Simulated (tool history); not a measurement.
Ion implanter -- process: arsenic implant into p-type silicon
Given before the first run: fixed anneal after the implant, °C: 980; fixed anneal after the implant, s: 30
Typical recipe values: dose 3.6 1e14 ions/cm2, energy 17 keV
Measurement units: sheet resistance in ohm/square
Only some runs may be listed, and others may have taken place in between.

| run | day | dose | energy | wafers since the last listed run | hours since the last dose calibration | hours since the extraction supply was calibrated | hours since the gauge calibration | read-back reference wafer on the same gauge, sheet resistance | sheet resistance |
|---|---|---|---|---|---|---|---|---|---|
| 1 | 0 | 3.6 | 17 | 0 | 657.8 | 2568 | 158.9 | 234.92 | 265.27 |
| 2 | 2.183 | 3.6 | 17 | 449 | 710.2 | 2620.4 | 211.3 | 234.95 | 264.7 |
| 3 | 4.383 | 3.6 | 14.5 | 453 | 763 | 2673.2 | 264.1 | 234.96 | 269.59 |
| 4 | 5.512 | 3.6 | 14.5 | 232 | 790.1 | 2700.3 | 291.2 | 234.97 | 269.77 |
| 5 | 9.525 | 3.6 | 17 | 826 | 886.4 | 2796.6 | 387.5 | 234.97 | 263.92 |
| 6 | 12.508 | 4.28 | 17 | 614 | 958 | 2868.2 | 459.1 | 234.94 | 233.08 |
| 7 | 14.046 | 4.28 | 17 | 316 | 994.9 | 2905.1 | 496 | 235.01 | 232.52 |
| 8 | 16.242 | 4.28 | 17 | 452 | 1047.6 | 2957.8 | 548.7 | 235.08 | 232.89 |
|  | 18.142 | extraction supply calibrated |
| 9 | 18.408 | 3.6 | 17 | 377 | 1099.6 | 6.4 | 600.7 | 235.07 | 263.25 |
| 10 | 20.554 | 3.6 | 17 | 441 | 1151.1 | 57.9 | 652.2 | 235.03 | 263.24 |
| 11 | 21.754 | 3.6 | 17 | 247 | 1179.9 | 86.7 | 681 | 235.11 | 263.81 |
| 12 | 24.204 | 3.6 | 17 | 504 | 1238.7 | 145.5 | 739.8 | 235.09 | 263.53 |
| 13 | 26.004 | 4.41 | 22 | 370 | 1281.9 | 188.7 | 783 | 234.97 | 218.68 |
| 14 | 27.812 | 4.34 | 21 | 372 | 1325.3 | 232.1 | 826.4 | 235.03 | 223.07 |
| 15 | 30.575 | 3.6 | 13 | 568 | 1391.6 | 298.4 | 892.7 | 235.03 | 270.31 |
|  | 33 | gauge calibrated |
| 16 | 33.15 | 3.6 | 17 | 530 | 1453.4 | 360.2 | 3.6 | 234.96 | 262.97 |
|  | 33.683 | Faraday cup replaced and dose calibrated |
| 17 | 34.904 | 2.91 | 17 | 292 | 29.3 | 402.3 | 45.7 | 234.93 | 317.27 |
| 18 | 36.904 | 4.37 | 12 | 411 | 77.3 | 450.3 | 93.7 | 234.9 | 243.26 |
| 19 | 39.633 | 2.52 | 23 | 561 | 142.8 | 515.8 | 159.2 | 235.03 | 337.6 |
| 20 | 41.146 | 3.27 | 19 | 311 | 179.1 | 552.1 | 195.5 | 235.29 | 283.05 |
| 21 | 43.292 | 3.04 | 21 | 441 | 230.6 | 603.6 | 247 | 235.08 | 295.73 |
| 22 | 44.583 | 4.48 | 23 | 265 | 261.6 | 634.6 | 278 | 235.05 | 218.67 |

Had the tool no unlogged condition, and each run kept its random variation, what would the results have been?
The hidden state here: deviation of the true dose from the Faraday cup's reading, %; deviation of the true energy from its setpoint, %; gauge reads high (%).
| run | sheet resistance |
|---|---|
| 1 | 271.19 |
| 2 | 270.89 |
| 3 | 276.18 |
| 4 | 276.49 |
| 5 | 270.86 |
| 6 | 239.23 |
| 7 | 238.75 |
| 8 | 239.26 |
| 9 | 270.81 |
| 10 | 270.92 |
| 11 | 271.57 |
| 12 | 271.4 |
| 13 | 225.14 |
| 14 | 229.7 |
| 15 | 278.68 |
| 16 | 271.16 |
| 17 | 317.87 |
| 18 | 244.44 |
| 19 | 340.63 |
| 20 | 286.18 |
| 21 | 299.76 |
| 22 | 221.9 |
